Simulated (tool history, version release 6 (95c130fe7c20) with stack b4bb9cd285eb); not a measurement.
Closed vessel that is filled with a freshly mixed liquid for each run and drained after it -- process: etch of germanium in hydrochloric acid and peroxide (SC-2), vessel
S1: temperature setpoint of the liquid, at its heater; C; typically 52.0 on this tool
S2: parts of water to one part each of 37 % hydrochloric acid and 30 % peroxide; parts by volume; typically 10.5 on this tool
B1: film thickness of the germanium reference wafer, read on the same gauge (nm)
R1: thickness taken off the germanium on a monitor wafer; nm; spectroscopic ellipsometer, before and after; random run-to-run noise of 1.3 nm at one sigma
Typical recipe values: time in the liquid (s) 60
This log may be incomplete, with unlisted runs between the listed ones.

Run 1, hour 0.0: usual settings but S2 13.5 parts by volume, time in the liquid (s) 40; B1 118.16. Result: R1 118.32 nm.
Run 2, hour 38.9: usual settings but S2 13.5 parts by volume, time in the liquid (s) 40; B1 118.09. Result: R1 115.73 nm.
Run 3, hour 74.3: usual settings but S2 13.5 parts by volume, time in the liquid (s) 40; B1 117.99. Result: R1 116.15 nm.
Run 4, hour 100.5: usual settings; B1 117.89. Result: R1 178.99 nm.
Run 5, hour 157.9: usual settings; B1 117.82. Result: R1 179.84 nm.
At hour 213.0: thermometer replaced.
At hour 217.3: new drum of peroxide connected.
Run 6, hour 229.1: usual settings; B1 117.64. Result: R1 179.20 nm.
Run 7, hour 278.8: usual settings; B1 117.48. Result: R1 178.29 nm.
Run 8, hour 342.2: usual settings; B1 117.34. Result: R1 177.90 nm.
Run 9, hour 376.9: usual settings; B1 117.28. Result: R1 178.02 nm.
Run 10, hour 438.3: usual settings; B1 117.10. Result: R1 178.41 nm.
Run 11, hour 487.6: usual settings; B1 117.02. Result: R1 176.81 nm.
At hour 510.8: new drum of peroxide connected.
Run 12, hour 517.4: usual settings; B1 116.95. Result: R1 179.66 nm.
Run 13, hour 546.5: usual settings; B1 116.89. Result: R1 177.12 nm.
Run 14, hour 582.6: usual settings but S1 44.5 C; B1 116.76. Result: R1 140.69 nm.
Run 15, hour 620.1: usual settings; B1 116.68. Result: R1 178.25 nm.
Run 16, hour 647.6: usual settings; B1 116.66. Result: R1 177.66 nm.
Run 17, hour 710.1: usual settings but S2 13.0 parts by volume; B1 116.50. Result: R1 172.24 nm.
At hour 714.1: gauge calibrated.
At hour 762.0: chemicals flow meter replaced.
Run 18, hour 762.5: usual settings but S1 46.5 C; B1 119.87. Result: R1 151.63 nm.
Run 19, hour 791.0: usual settings but S1 60.5 C; B1 119.77. Result: R1 236.46 nm.
Run 20, hour 835.1: usual settings but S1 60.5 C; B1 119.65. Result: R1 234.10 nm.
At hour 898.2: new drum of peroxide connected.
At hour 917.1: thermometer replaced.
Run 21, hour 1016.5: usual settings; B1 119.23. Result: R1 180.80 nm.
Run 22, hour 1063.9: usual settings but S1 58.0 C, S2 8.5 parts by volume, time in the liquid (s) 45; B1 119.16. Result: R1 166.37 nm.
Run 23, hour 1106.1: usual settings but time in the liquid (s) 85; B1 119.06. Result: R1 256.53 nm.
Run 24, hour 1158.4: usual settings but S2 14.5 parts by volume, time in the liquid (s) 75; B1 118.94. Result: R1 214.62 nm.
Run 25, hour 1199.5: usual settings but S1 47.5 C; B1 118.83. Result: R1 155.85 nm.
Run 26, hour 1255.0: usual settings; B1 118.75. Result: R1 181.73 nm.
At hour 1282.8: new drum of peroxide connected.
Run 27, hour 1283.3: usual settings; B1 118.65. Result: R1 180.84 nm.
Run 28, hour 1318.4: usual settings but time in the liquid (s) 75; B1 118.55. Result: R1 226.45 nm.

Hidden state or all else? Some run-to-run changes of R1, split into what the settings, what came in and random variation would give without the hidden state, and what is left for the hidden state (with any gauge scatter that isn't in both results):
Hidden conditions of the tool in this case: liquid hotter than its thermometer reads (K); chemicals flow above the setpoint (%); peroxide weaker than its label (%); gauge reads high (%).
Run 3 -> 4: S2 13.5 -> 10.5, time in the liquid (s) 40 -> 60. R1 +62.84 nm: hidden state -1.17, all else +64.01.
Run 17 -> 18: S1 52.0 -> 46.5, S2 13.0 -> 10.5, gauge calibrated, chemicals flow meter replaced. R1 -20.61 nm: hidden state +5.00, all else -25.61.
Run 18 -> 19: S1 46.5 -> 60.5. R1 +84.83 nm: hidden state -0.23, all else +85.06.
Run 22 -> 23: S1 58.0 -> 52.0, S2 8.5 -> 10.5, time in the liquid (s) 45 -> 85. R1 +90.16 nm: hidden state -0.85, all else +91.01.

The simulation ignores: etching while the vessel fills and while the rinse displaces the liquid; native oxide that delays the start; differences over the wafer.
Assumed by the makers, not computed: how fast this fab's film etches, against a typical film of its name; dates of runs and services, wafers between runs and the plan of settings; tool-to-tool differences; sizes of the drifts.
